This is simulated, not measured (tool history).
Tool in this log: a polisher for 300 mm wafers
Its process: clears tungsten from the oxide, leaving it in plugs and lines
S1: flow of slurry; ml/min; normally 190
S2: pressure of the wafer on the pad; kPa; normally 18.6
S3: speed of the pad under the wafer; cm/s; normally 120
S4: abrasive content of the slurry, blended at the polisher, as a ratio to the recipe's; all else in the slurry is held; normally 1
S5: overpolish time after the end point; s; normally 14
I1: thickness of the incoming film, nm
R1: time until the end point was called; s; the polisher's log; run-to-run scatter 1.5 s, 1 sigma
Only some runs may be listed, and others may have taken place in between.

Run 1, day 0: usual settings; I1 543.9. Result: R1 106.4 s.
Run 2, day 0.583: usual settings; I1 548.9. Result: R1 119.1 s.
Run 3, day 1.117: usual settings; I1 537.8. Result: R1 117.8 s.
Run 4, day 1.608: usual settings but S5 10 s; I1 540.2. Result: R1 119.3 s.
Run 5, day 2.038: usual settings but S5 10 s; I1 552.5. Result: R1 108.9 s.
Run 6, day 2.388: usual settings but S5 10 s; I1 539.2. Result: R1 112.3 s.
Run 7, day 3.296: usual settings but S5 19 s; I1 541.3. Result: R1 118.7 s.
Run 8, day 3.642: usual settings; I1 545.8. Result: R1 105.3 s.
Run 9, day 4.375: usual settings; I1 543.5. Result: R1 115.6 s.
Run 10, day 4.712: usual settings but S1 250 ml/min, S3 102 cm/s; I1 537.3. Result: R1 136.2 s.
Run 11, day 5.338: usual settings but S1 250 ml/min, S4 1.2, S5 10 s; I1 542.2. Result: R1 92.5 s.
Run 12, day 5.85: usual settings but S2 23.4 kPa, S3 80 cm/s; I1 541.8. Result: R1 131.5 s.
Run 13, day 6.571: usual settings but S1 250 ml/min, S5 17 s; I1 549. Result: R1 117.1 s.
Run 14, day 7.129: usual settings but S1 230 ml/min, S2 20.7 kPa, S4 0.8, S5 18 s; I1 544.7. Result: R1 99.2 s.
Run 15, day 7.958: usual settings but S2 24.8 kPa; I1 535.9. Result: R1 88.3 s.
Run 16, day 8.542: usual settings; I1 544.9. Result: R1 126.4 s.

The log once held 8 entries between its listed runs, left out of this copy. Where does each go, and what is different about the tool's unlogged condition between the listed run before it and the listed run after it?
Runs 4 to 5: slurry tank refilled with fresh slurry and peroxide (day 1.721)
  peroxide lost from the slurry, %: 39.5 -> 17
  measured result minus the result with no hidden state, R1: +22.1 -> +7.6 s
Runs 6 to 7: slurry blender recalibrated (day 3.258)
  peroxide lost from the slurry, %: 27.5 -> 38.1
  measured result minus the result with no hidden state, R1: +13.4 -> +21 s
Runs 7 to 8: slurry tank refilled with fresh slurry and peroxide (day 3.446)
  peroxide lost from the slurry, %: 38.1 -> 14
  measured result minus the result with no hidden state, R1: +21 -> +6 s
Runs 8 to 9: slurry nozzle cleaned (day 4.062)
  peroxide lost from the slurry, %: 14 -> 34.6
  measured result minus the result with no hidden state, R1: +6 -> +18.1 s
Runs 9 to 10: head pressure recalibrated (day 4.667)
  peroxide lost from the slurry, %: 34.6 -> 38.4
  measured result minus the result with no hidden state, R1: +18.1 -> +24.3 s
Runs 10 to 11: slurry tank refilled with fresh slurry and peroxide (day 5.221)
  peroxide lost from the slurry, %: 38.4 -> 7.81
  measured result minus the result with no hidden state, R1: +24.3 -> +2.8 s
Runs 12 to 13: worn pad replaced by a new one (day 6.267)
  peroxide lost from the slurry, %: 26.9 -> 36.9
  measured result minus the result with no hidden state, R1: +15.3 -> +19.9 s
Runs 13 to 14: slurry tank refilled with fresh slurry and peroxide (day 6.879)
  peroxide lost from the slurry, %: 36.9 -> 19.8
  measured result minus the result with no hidden state, R1: +19.9 -> +8.1 s
